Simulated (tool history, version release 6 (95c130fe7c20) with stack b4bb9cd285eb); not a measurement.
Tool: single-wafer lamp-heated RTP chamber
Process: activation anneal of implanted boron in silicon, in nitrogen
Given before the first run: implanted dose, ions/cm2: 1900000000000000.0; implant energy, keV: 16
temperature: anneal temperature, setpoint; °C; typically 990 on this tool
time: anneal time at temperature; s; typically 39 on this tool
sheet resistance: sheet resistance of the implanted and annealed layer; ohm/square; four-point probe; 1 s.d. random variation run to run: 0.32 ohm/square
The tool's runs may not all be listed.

run   hour  temperature  time  wafers since the last listed run  wafers since the last pyrometer calibration  wafers since the reflector plate was cleaned  hours since the gauge calibration  read-back reference wafer on the same gauge, sheet resistance  sheet resistance
  1    0.0          971    39                                 0                                         3395                                          4520                               20.8                                                          86.75             98.48
  2    6.5          971    39                                80                                         3476                                          4601                               27.3                                                          86.74             98.37
  3   15.6          971    39                               113                                         3589                                          4715                               36.4                                                          86.74             98.65
  4   27.7          990    39                               150                                         3740                                          4865                               48.5                                                          86.67             88.20
  5   36.0          990    39                               103                                         3843                                          4968                               56.8                                                          86.65             88.50
  6   49.7          983    39                               170                                         4013                                          5139                               70.5                                                          86.72             92.50
      70.0  -- reflector plate cleaned
  7   70.5          983    39                               159                                         4173                                             5                               91.3                                                          86.76             91.91
  8   76.0          990    39                                68                                         4241                                            74                               96.8                                                          86.68             88.19
      91.0  -- pyrometer window cleaned and pyrometer calibrated
  9   91.5         1016    26                                93                                            6                                           167                              112.3                                                          86.70             81.27
     100.0  -- gauge calibrated
 10  100.7          990    47                               114                                          120                                           282                                0.7                                                          86.76             87.59
 11  115.5          972    21                               184                                          304                                           466                               15.5                                                          86.64            102.12
 12  123.2          990    47                                95                                          400                                           562                               23.2                                                          86.69             88.30
 13  135.1         1009    62                               148                                          548                                           710                               35.1                                                          86.73             79.42
 14  142.0          982    46                                85                                          634                                           796                               42.0                                                          86.68             91.68

List, for all runs, the conditions of the tool that the log does not record:
true wafer temperature minus pyrometer reading, K: 0 at every run
wafer temperature error from the tarnished reflector plate, K: 0 at every run
gauge reads high (%): 0 at every run
